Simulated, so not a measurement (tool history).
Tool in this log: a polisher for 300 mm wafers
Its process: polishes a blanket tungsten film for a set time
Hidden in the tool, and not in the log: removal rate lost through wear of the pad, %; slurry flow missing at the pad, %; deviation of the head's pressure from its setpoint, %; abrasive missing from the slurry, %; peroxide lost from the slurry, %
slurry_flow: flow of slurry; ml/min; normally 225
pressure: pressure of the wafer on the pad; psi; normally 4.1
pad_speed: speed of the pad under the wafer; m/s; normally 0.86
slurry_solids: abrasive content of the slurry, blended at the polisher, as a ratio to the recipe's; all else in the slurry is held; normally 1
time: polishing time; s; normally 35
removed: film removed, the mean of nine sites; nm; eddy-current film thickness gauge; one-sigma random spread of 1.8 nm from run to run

run,day,slurry_flow,pressure,pad_speed,slurry_solids,time,wafers since the last listed run,wafers polished on this pad,hours since the slurry nozzle was cleaned,hours since the head pressure was calibrated,hours since the slurry blender was calibrated,hours since the slurry got fresh peroxide,"incoming thickness of the incoming film, nm",removed
1,0,225,4.1,0.98,1,35,0,768,394.5,881.8,182.7,9.7,1447.7,163.9
2,0.558,225,4.1,0.86,1,35,115,884,407.9,895.2,196.1,23.1,1446.2,151.8
3,1.238,225,4.1,0.86,1,35,140,1024,424.2,911.5,212.4,39.4,1446.3,150
4,1.596,225,4.1,0.86,1,35,74,1099,432.8,920.1,221,48,1457.8,147.8
# day 2.029: worn pad replaced by a new one
5,2.046,225,4.1,0.86,1,35,58,3,443.6,930.9,231.8,58.8,1463.2,140.6
6,2.767,225,4.1,0.86,1,35,149,152,460.9,948.2,249.1,76.1,1433.1,136.5
7,3.067,225,4.1,0.86,1,35,62,214,468.1,955.4,256.3,83.3,1442.4,138
# day 3.296: slurry blender recalibrated
8,3.808,225,4.1,0.86,0.85,35,136,351,485.9,973.2,12.3,101.1,1424.3,127.8
# day 4.508: worn pad replaced by a new one, repeated, since the last time left the tool worse
9,4.542,225,4.1,0.86,0.85,35,117,6,503.5,990.8,29.9,118.7,1443.4,148
10,4.85,225,4.1,0.86,0.85,35,63,70,510.9,998.2,37.3,126.1,1429.6,148.8
# day 5.146: slurry tank refilled with fresh slurry and peroxide
11,5.246,225,4.1,0.86,1.25,35,73,143,520.4,1007.7,46.8,2.4,1469.2,161
# day 5.642: head pressure recalibrated
12,5.662,225,4.1,1.04,1,35,68,212,530.4,0.5,56.8,12.4,1451.8,175.2
13,5.908,225,5.1,0.86,1,35,50,263,536.3,6.4,62.7,18.3,1475.9,194.8
# day 6.458: slurry nozzle cleaned
14,6.588,285,4.1,0.86,1.25,35,131,395,3.1,22.7,79,34.6,1440.2,166.2
15,7.096,225,4.1,1.02,1.3,35,105,500,15.3,34.9,91.2,46.8,1458.7,184.3
16,7.429,225,4.1,0.86,1,25,68,569,23.3,42.9,99.2,54.8,1428.6,108.9
17,8.004,225,3.2,1.12,1,35,118,688,37.1,56.7,113,68.6,1419.8,136.5
18,8.321,225,4.1,0.86,1,35,65,753,44.7,64.3,120.6,76.2,1444.5,153.4
19,9.083,190,4.1,0.58,0.8,25,157,911,63,82.6,138.9,94.5,1454.7,78.4
20,9.483,170,3.2,0.86,1,35,82,994,72.6,92.2,148.5,104.1,1447.9,114.1
# day 10.058: worn pad replaced by a new one
21,10.108,225,3.5,0.86,1,40,94,10,87.6,107.2,163.5,119.1,1470.9,151.9
22,10.367,225,4.1,0.86,1,35,53,63,93.8,113.4,169.7,125.3,1445.8,155.1
23,10.758,225,4.1,0.86,1,35,80,144,103.2,122.8,179.1,134.7,1458.2,157.1
24,11.008,225,4.1,1.02,1,24,51,196,109.2,128.8,185.1,140.7,1433.6,120.8
25,11.608,265,4.1,0.76,1,43,124,320,123.6,143.2,199.5,155.1,1453.1,179.9
# day 11.704: slurry tank refilled with fresh slurry and peroxide
26,11.971,225,2.7,0.68,0.7,35,66,386,132.3,151.9,208.2,6.4,1465.1,80.9
27,12.5,225,4.1,0.86,1,35,109,496,145,164.6,220.9,19.1,1448.8,150.5

Alternative continuations, all from the tool just after run 27; predict every row:
A,12.517,225,4.1,0.86,1,35,3,499,145.4,165,221.3,19.5,1447.8,?
B,12.517,165,5.4,0.86,1,41,3,499,145.4,165,221.3,19.5,1447.8,?
C,12.517,225,4.1,0.86,0.9,24,3,499,145.4,165,221.3,19.5,1447.8,?

run,removed
A,151.8
B,228.2
C,101
The same runs, with their run-to-run variation unchanged, on a tool lacking any hidden condition would have given:
run,removed
A,156.1
B,234.6
C,103.9
